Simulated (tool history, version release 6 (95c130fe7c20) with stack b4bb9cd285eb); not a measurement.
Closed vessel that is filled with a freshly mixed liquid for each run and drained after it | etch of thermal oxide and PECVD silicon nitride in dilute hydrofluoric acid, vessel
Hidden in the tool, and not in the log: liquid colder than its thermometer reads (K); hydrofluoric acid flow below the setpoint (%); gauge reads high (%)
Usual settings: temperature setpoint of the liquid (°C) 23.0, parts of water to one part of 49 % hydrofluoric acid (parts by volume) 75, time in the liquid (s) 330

run    day  temperature setpoint of the liquid (°C)  parts of water to one part of 49 % hydrofluoric acid (parts by volume)  time in the liquid (s)  wafers since the last listed run  hours since the thermometer was replaced  hours since the hydrofluoric acid flow meter was replaced  hours since the gauge calibration  read-back film thickness of the thermal oxide reference wafer, read on the same gauge (nm)  read-back film thickness of the PECVD silicon nitride reference wafer, read on the same gauge (nm)  thickness taken off the thermal oxide on a monitor wafer (Å)  thickness taken off the PECVD silicon nitride on a monitor wafer (Å)
  1  0.000                                     23.0                                                                      75                     195                                 0                                    1728.2                                                     1333.7                                6.9                                                                                       79.98                                                                                              109.99                                                         100.0                                                                  54.3
  2  0.525                                     23.0                                                                      75                     195                              1100                                    1740.8                                                     1346.3                               19.5                                                                                       80.02                                                                                              110.02                                                         100.0                                                                  54.5
  3  1.062                                     23.0                                                                      75                     330                              1126                                    1753.7                                                     1359.2                               32.4                                                                                       79.99                                                                                              110.03                                                         168.9                                                                  91.8
  4  1.375                                     23.0                                                                      75                     330                               654                                    1761.2                                                     1366.7                               39.9                                                                                       80.02                                                                                              109.99                                                         168.9                                                                  91.7
  5  1.746                                     23.0                                                                      75                     330                               777                                    1770.1                                                     1375.6                               48.8                                                                                       80.02                                                                                              110.01                                                         167.9                                                                  91.6
  6  2.283                                     23.0                                                                      75                     330                              1126                                    1783.0                                                     1388.5                               61.7                                                                                       79.99                                                                                              110.00                                                         169.1                                                                  92.0
  7  2.658                                     23.0                                                                      75                     330                               785                                    1792.0                                                     1397.5                               70.7                                                                                       79.98                                                                                              110.03                                                         168.8                                                                  91.6
  8  3.321                                     20.0                                                                      45                     215                              1388                                    1807.9                                                     1413.4                               86.6                                                                                       79.99                                                                                              110.00                                                         169.2                                                                  80.3
     3.583  -- hydrofluoric acid flow meter replaced
  9  3.717                                     18.5                                                                     100                     240                               742                                    1817.4                                                        3.2                               96.1                                                                                       80.01                                                                                              110.05                                                          67.8                                                                  34.3
     3.846  -- gauge calibrated
 10  4.233                                     23.0                                                                      55                     330                              1082                                    1829.8                                                       15.6                                9.3                                                                                       80.03                                                                                              110.00                                                         217.5                                                                 115.2
 11  4.767                                     18.5                                                                      95                     390                              1117                                    1842.6                                                       28.4                               22.1                                                                                       80.00                                                                                              109.99                                                         116.3                                                                  58.4
     4.854  -- hydrofluoric acid flow meter replaced, repeated, since the last time left the tool worse
     4.971  -- thermometer replaced
 12  5.229                                     24.5                                                                      75                     455                               794                                       6.2                                                        9.0                               33.2                                                                                       80.00                                                                                              109.99                                                         271.2                                                                 153.2
 13  5.592                                     23.0                                                                      75                     330                               759                                      14.9                                                       17.7                               41.9                                                                                       80.00                                                                                              110.00                                                         185.1                                                                 100.2
 14  6.079                                     24.5                                                                      75                     330                              1021                                      26.6                                                       29.4                               53.6                                                                                       80.01                                                                                              110.00                                                         196.5                                                                 110.8
 15  6.546                                     19.5                                                                      95                     330                               977                                      37.8                                                       40.6                               64.8                                                                                       80.02                                                                                              110.00                                                         123.8                                                                  62.3

What the log doesn't show, run by run:
liquid colder than its thermometer reads (K): 0 in every run
gauge reads high (%): 0 in every run
H1: hydrofluoric acid flow below the setpoint (%)
run     H1
  1   8.17
  2   8.24
  3   8.31
  4   8.35
  5    8.4
  6   8.47
  7   8.52
  8    8.6
  9   15.5
 10   15.5
 11   15.6
 12  0.113
 13   0.16
 14  0.224
 15  0.285

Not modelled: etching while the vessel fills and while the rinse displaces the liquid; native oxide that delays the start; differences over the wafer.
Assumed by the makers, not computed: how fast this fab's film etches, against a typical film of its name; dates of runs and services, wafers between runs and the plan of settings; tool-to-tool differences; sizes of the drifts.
